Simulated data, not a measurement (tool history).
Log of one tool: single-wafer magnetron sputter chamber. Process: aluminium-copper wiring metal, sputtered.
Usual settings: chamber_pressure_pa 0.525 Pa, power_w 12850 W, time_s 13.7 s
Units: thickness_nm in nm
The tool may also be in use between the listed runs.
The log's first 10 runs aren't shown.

run,hour,chamber_pressure_pa,power_w,time_s,wafers since the last listed run,wafers on the sputter target,hours since the last manometer calibration,hours since the magnet pack was replaced,hours since the gauge calibration,"read-back reference wafer on the same gauge, thickness_nm",thickness_nm
11,437.4,0.525,12850,13.7,1407,14356,762.1,83.9,1930.2,347.167,277.639
# hour 482.8: sputter target and shields replaced
12,503.4,0.525,12850,13.7,1934,688,828.1,149.9,1996.2,347.115,291.294
13,630.4,0.525,12850,13.7,4236,4925,955.1,276.9,2123.2,346.881,291.032
14,676.2,0.525,12850,13.7,1527,6453,1000.9,322.7,2169.0,346.908,291.053
# hour 732.3: capacitance manometer re-zeroed and calibrated
15,742.6,0.525,11450,13.7,1948,8401,10.3,389.1,2235.4,347.161,256.056
16,770.8,0.461,10300,16.4,940,9341,38.5,417.3,2263.6,347.156,287.453
17,822.1,0.667,12850,13.7,1711,11053,89.8,468.6,2314.9,347.086,262.553
18,873.0,0.613,11000,13.0,1697,12751,140.7,519.5,2365.8,346.869,218.842
# hour 930.3: sputter target and shields replaced
19,991.6,0.525,12850,13.7,3689,2043,259.3,638.1,2484.4,347.100,292.613
# hour 1021.2: gauge calibrated
20,1035.0,0.525,12850,13.7,1447,3491,302.7,681.5,13.8,347.168,294.330
21,1096.9,0.640,10050,11.2,2064,5556,364.6,743.4,75.7,347.073,175.197
22,1125.3,0.525,14150,11.8,947,6503,393.0,771.8,104.1,346.783,276.032
23,1319.9,0.615,9850,13.0,6491,12995,587.6,966.4,298.7,346.759,195.551
# hour 1332.2: sputter target and shields replaced
24,1386.3,0.525,12850,13.7,1948,1805,654.0,1032.8,365.1,347.120,295.009
25,1433.4,0.465,12850,16.4,1571,3376,701.1,1079.9,412.2,347.019,361.291
26,1462.7,0.525,12850,13.7,977,4353,730.4,1109.2,441.5,346.987,291.676
27,1504.5,0.525,12850,13.7,1394,5748,772.2,1151.0,483.3,346.999,292.274
28,1543.3,0.448,10900,13.7,1294,7042,811.0,1189.8,522.1,346.948,256.747
29,1605.2,0.651,12850,15.6,2064,9107,872.9,1251.7,584.0,346.867,305.141
30,1674.6,0.410,12850,12.3,2315,11422,942.3,1321.1,653.4,347.075,274.639
# hour 1744.4: capacitance manometer re-zeroed and calibrated
31,1744.9,0.525,13900,13.7,2078,13500,0.5,1391.4,723.7,346.691,304.448
32,1773.5,0.525,10200,11.8,954,14454,29.1,1420.0,752.3,346.777,190.699
33,1799.9,0.438,14400,14.8,880,15335,55.5,1446.4,778.7,346.977,353.273
# hour 1843.8: sputter target and shields replaced
34,1854.6,0.415,13800,12.2,1557,361,110.2,1501.1,833.4,347.162,297.077
35,1907.5,0.525,9950,13.7,1764,2125,163.1,1554.0,886.3,347.199,224.912

3 ways to go on from here, each from the tool as it stands after run 35. What would each give?
A,1907.9,0.525,12850,15.6,13,2139,163.5,1554.4,886.7,?,?
B,1907.9,0.380,9650,13.7,13,2139,163.5,1554.4,886.7,?,?
C,1907.9,0.604,9800,14.8,13,2139,163.5,1554.4,886.7,?,?

run,"read-back reference wafer on the same gauge, thickness_nm",thickness_nm
A,346.978,327.892
B,346.978,235.556
C,346.978,226.713
Without the tool's hidden state the same runs would have given:
run,thickness_nm
A,331.387
B,238.066
C,229.129
